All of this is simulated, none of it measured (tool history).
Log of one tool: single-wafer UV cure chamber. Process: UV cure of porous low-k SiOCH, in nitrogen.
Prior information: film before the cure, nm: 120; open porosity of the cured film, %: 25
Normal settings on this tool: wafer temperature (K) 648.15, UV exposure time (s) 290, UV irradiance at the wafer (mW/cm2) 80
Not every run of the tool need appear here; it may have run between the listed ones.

| run | hour | wafer temperature (K) | UV exposure time (s) | UV irradiance at the wafer (mW/cm2) | wafers since the last listed run | hours since the UV bulbs were replaced | wafers since the quartz window was cleaned | loss of film thickness in the cure (%) |
|---|---|---|---|---|---|---|---|---|
| 1 | 0 | 648.15 | 290 | 69 | 0 | 1662.3 | 1555 | 10.993 |
| 2 | 6.7 | 648.15 | 290 | 80 | 41 | 1669 | 1597 | 11.665 |
| 3 | 15 | 648.15 | 290 | 80 | 51 | 1677.3 | 1649 | 11.933 |
| 4 | 21.1 | 648.15 | 290 | 80 | 38 | 1683.4 | 1687 | 11.752 |
| 5 | 28.4 | 648.15 | 290 | 80 | 45 | 1690.7 | 1732 | 11.617 |
| 6 | 34.6 | 648.15 | 290 | 80 | 38 | 1696.9 | 1771 | 11.829 |
| 7 | 51.3 | 636.15 | 290 | 80 | 104 | 1713.6 | 1875 | 11.643 |
| 8 | 65.7 | 636.15 | 290 | 80 | 89 | 1728 | 1965 | 11.673 |
| 9 | 83.4 | 648.15 | 290 | 80 | 110 | 1745.7 | 2075 | 11.631 |
| 10 | 99.1 | 648.15 | 290 | 80 | 97 | 1761.4 | 2173 | 11.884 |
| 11 | 112.9 | 648.15 | 230 | 57 | 86 | 1775.2 | 2259 | 9.329 |
| 12 | 148.7 | 648.15 | 230 | 57 | 223 | 1811 | 2482 | 9.119 |
| 13 | 158.4 | 648.15 | 230 | 57 | 60 | 1820.7 | 2543 | 9.148 |
| 14 | 170.4 | 648.15 | 290 | 80 | 74 | 1832.7 | 2617 | 11.651 |
| 15 | 183.5 | 648.15 | 290 | 55 | 81 | 1845.8 | 2699 | 9.739 |
| 16 | 197.2 | 648.15 | 290 | 55 | 85 | 1859.5 | 2784 | 10.095 |
| 17 | 209.5 | 648.15 | 290 | 55 | 76 | 1871.8 | 2861 | 9.6 |
| 18 | 222.8 | 648.15 | 290 | 80 | 82 | 1885.1 | 2944 | 11.556 |
| 19 | 232.9 | 648.15 | 290 | 80 | 62 | 1895.2 | 3007 | 11.578 |
| 20 | 239.8 | 648.15 | 290 | 80 | 43 | 1902.1 | 3050 | 11.678 |
| 21 | 252.5 | 648.15 | 290 | 80 | 79 | 1914.8 | 3129 | 11.415 |
| 22 | 267.6 | 648.15 | 350 | 99 | 94 | 1929.9 | 3223 | 13.475 |
| 23 | 275.9 | 648.15 | 290 | 80 | 51 | 1938.2 | 3275 | 11.719 |
| 24 | 321.6 | 648.15 | 335 | 63 | 284 | 1983.9 | 3560 | 11.149 |
|  | 332.7 | quartz window cleaned |
| 25 | 333.6 | 648.15 | 290 | 80 | 24 | 1995.9 | 5 | 11.554 |
| 26 | 353.2 | 653.15 | 145 | 110 | 122 | 2015.5 | 127 | 9.648 |
| 27 | 361.1 | 642.15 | 290 | 80 | 49 | 2023.4 | 176 | 11.203 |
| 28 | 371.8 | 640.15 | 290 | 106 | 66 | 2034.1 | 243 | 12.589 |
| 29 | 384.4 | 648.15 | 290 | 80 | 78 | 2046.7 | 322 | 11.687 |
|  | 392.5 | UV bulbs replaced |
| 30 | 393.4 | 641.15 | 290 | 70 | 6 | 0.9 | 328 | 12.788 |
| 31 | 410.9 | 648.15 | 350 | 40 | 109 | 18.4 | 437 | 11.092 |
| 32 | 420 | 655.15 | 290 | 106 | 56 | 27.5 | 494 | 15.119 |
| 33 | 428.2 | 648.15 | 390 | 80 | 51 | 35.7 | 545 | 15.041 |
| 34 | 434.4 | 648.15 | 290 | 80 | 38 | 41.9 | 583 | 13.341 |
| 35 | 451.1 | 648.15 | 290 | 80 | 104 | 58.6 | 687 | 13.151 |
| 36 | 460.5 | 653.15 | 390 | 61 | 58 | 68 | 746 | 13.755 |
| 37 | 473.2 | 632.15 | 405 | 92 | 79 | 80.7 | 825 | 15.341 |
| 38 | 489.6 | 648.15 | 290 | 80 | 102 | 97.1 | 927 | 13.18 |
| 39 | 498.3 | 664.15 | 425 | 61 | 54 | 105.8 | 982 | 14.016 |
| 40 | 515.7 | 648.15 | 140 | 40 | 108 | 123.2 | 1090 | 6.837 |
| 41 | 522.8 | 665.15 | 185 | 105 | 44 | 130.3 | 1134 | 12.925 |
| 42 | 540.4 | 648.15 | 170 | 92 | 109 | 147.9 | 1244 | 11.243 |
| 43 | 550.8 | 639.15 | 290 | 53 | 64 | 158.3 | 1309 | 11.139 |

5 options for the next run, each taken on its own from the tool as it stands now. Forecast them:
| A | 551.3 | 648.15 | 435 | 80 | 3 | 158.8 | 1312 | ? |
| B | 551.3 | 656.15 | 395 | 53 | 3 | 158.8 | 1312 | ? |
| C | 551.3 | 660.15 | 215 | 52 | 3 | 158.8 | 1312 | ? |
| D | 551.3 | 648.15 | 290 | 119 | 3 | 158.8 | 1312 | ? |
| E | 551.3 | 659.15 | 290 | 67 | 3 | 158.8 | 1312 | ? |

| run | loss of film thickness in the cure (%) |
|---|---|
| A | 15.359 |
| B | 12.952 |
| C | 10.023 |
| D | 15.316 |
| E | 12.644 |
The same runs, with their run-to-run variation unchanged, on a tool lacking any hidden condition would have given:
| run | loss of film thickness in the cure (%) |
|---|---|
| A | 15.795 |
| B | 13.371 |
| C | 10.417 |
| D | 15.751 |
| E | 13.06 |
